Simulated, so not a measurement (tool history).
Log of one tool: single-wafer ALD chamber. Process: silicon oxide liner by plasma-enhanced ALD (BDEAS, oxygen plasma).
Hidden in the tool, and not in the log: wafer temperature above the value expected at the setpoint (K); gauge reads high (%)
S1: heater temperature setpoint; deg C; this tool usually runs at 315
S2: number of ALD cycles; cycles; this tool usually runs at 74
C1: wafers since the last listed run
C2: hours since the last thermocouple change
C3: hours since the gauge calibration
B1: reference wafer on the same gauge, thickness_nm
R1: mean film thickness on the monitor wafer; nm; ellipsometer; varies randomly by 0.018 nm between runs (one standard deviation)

run     day   S1  S2   C1     C2     C3     B1     R1
  1       0  315  78    0  557.3  303.2  7.565  7.487
  2   1.046  315  78  100  582.4  328.3  7.556  7.458
      1.612  -- gauge calibrated
  3   2.175  315  65  108  609.5   13.5  7.654  6.285
  4     3.3  315  74  107  636.5   40.5  7.649  7.198
  5   3.867  315  74   54  650.1   54.1  7.649  7.214
  6   4.625  315  74   72  668.3   72.3  7.647  7.175
  7   5.438  320  74   77  687.8   91.8  7.645  7.115
  8   6.612  315  74  112    716    120  7.641  7.155
  9   7.233  315  74   59  730.9  134.9  7.639  7.158
 10   7.804  315  82   54  744.6  148.6  7.632  7.959
 11   8.583  315  82   74  763.3  167.3  7.637  7.981
 12   9.183  315  82   57  777.7  181.7  7.628  7.958
 13   9.821  303  86   61    793    197  7.629  8.493
 14  11.242  315  74  136  827.1  231.1  7.615  7.146
 15  12.546  300  74  124  858.4  262.4  7.601  7.275
 16  13.158  315  74   58  873.1  277.1    7.6   7.14
 17  15.329  315  74  208  925.2  329.2  7.577  7.139
     16.008  -- gauge calibrated
 18  16.821  311  74  142    961   19.5  7.654  7.221
 19  17.421  304  66   57  975.4   33.9  7.651  6.514
     17.808  -- thermocouple changed; heater temperature recalibrated
 20  18.029  310  69   26    5.3   48.5  7.658  6.785
 21  18.988  328  74   91   28.3   71.5  7.653  7.053
 22  19.742  327  78   72   46.4   89.6  7.647  7.454
 23  20.629  315  74   85   67.7  110.9  7.648  7.194
 24  21.796  325  74  111   95.7  138.9  7.643  7.082

Run 25 comes next. What will it give?
 25  23.271  322  66  141  131.1  174.3   ?   ?

{"run 25": {"B1": 7.63, "R1": 6.326}}
The same run, on a tool lacking any hidden state, would have yielded R1 6.331 nm.

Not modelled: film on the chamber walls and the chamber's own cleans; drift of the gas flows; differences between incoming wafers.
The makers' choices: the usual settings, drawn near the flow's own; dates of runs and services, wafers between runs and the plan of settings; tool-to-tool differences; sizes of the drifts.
